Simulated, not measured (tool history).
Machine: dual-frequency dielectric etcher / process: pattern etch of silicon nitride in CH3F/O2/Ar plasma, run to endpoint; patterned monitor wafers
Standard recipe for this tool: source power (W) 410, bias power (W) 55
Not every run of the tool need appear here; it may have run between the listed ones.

run,hour,source power (W),bias power (W),"incoming incoming film thickness, nm",endpoint time (s)
1,0.0,390,55,29.43,46.8
2,12.4,390,55,29.46,46.7
3,28.1,470,65,29.13,40.8
4,80.8,330,47,29.06,51.0
5,96.9,330,47,28.96,51.2
6,105.0,330,47,29.30,51.6
7,130.8,410,55,29.34,47.4
8,166.9,410,55,29.09,46.4
9,167.2,410,55,29.46,47.4
10,174.3,340,59,29.43,49.3
11,180.6,340,59,29.43,49.5
12,196.8,340,59,29.67,49.4
13,202.9,410,55,29.23,46.4
14,221.1,340,55,29.31,50.5
15,232.3,330,47,29.13,52.4
16,244.8,340,59,29.22,49.0
17,260.8,310,67,29.17,48.3
18,284.6,350,64,29.45,47.4
19,294.6,450,45,29.01,46.6
20,309.1,410,55,29.42,46.3
21,316.1,410,55,29.35,46.1
22,328.1,410,64,29.19,43.7
23,338.7,450,55,29.55,44.6
24,352.1,340,55,29.08,48.9
25,362.2,320,66,29.15,47.6
26,368.3,500,48,29.11,43.8

Taken out of this log: 4 entries between the listed runs. Where each belongs, and how the hidden state differs across it:
Logged between run 6 and run 7: wet clean of the chamber (hour 130.3)
  etch rate over this chamber's usual, %: 3.77 -> -0.065
  measured less the result without the state, endpoint time (s): -1.9 -> +0.1
Logged between run 7 and run 8: upper electrode replaced (hour 166.4)
  etch rate over this chamber's usual, %: -0.065 -> 0.318
  measured less the result without the state, endpoint time (s): +0.1 -> -0.1
Logged between run 13 and run 14: source power generator calibrated (hour 220.6)
  etch rate over this chamber's usual, %: 0.701 -> 0.894
  measured less the result without the state, endpoint time (s): -0.4 -> -0.4
Logged between run 18 and run 19: bias power generator calibrated (hour 292.2)
  etch rate over this chamber's usual, %: 1.57 -> 1.67
  measured less the result without the state, endpoint time (s): -0.7 -> -0.8
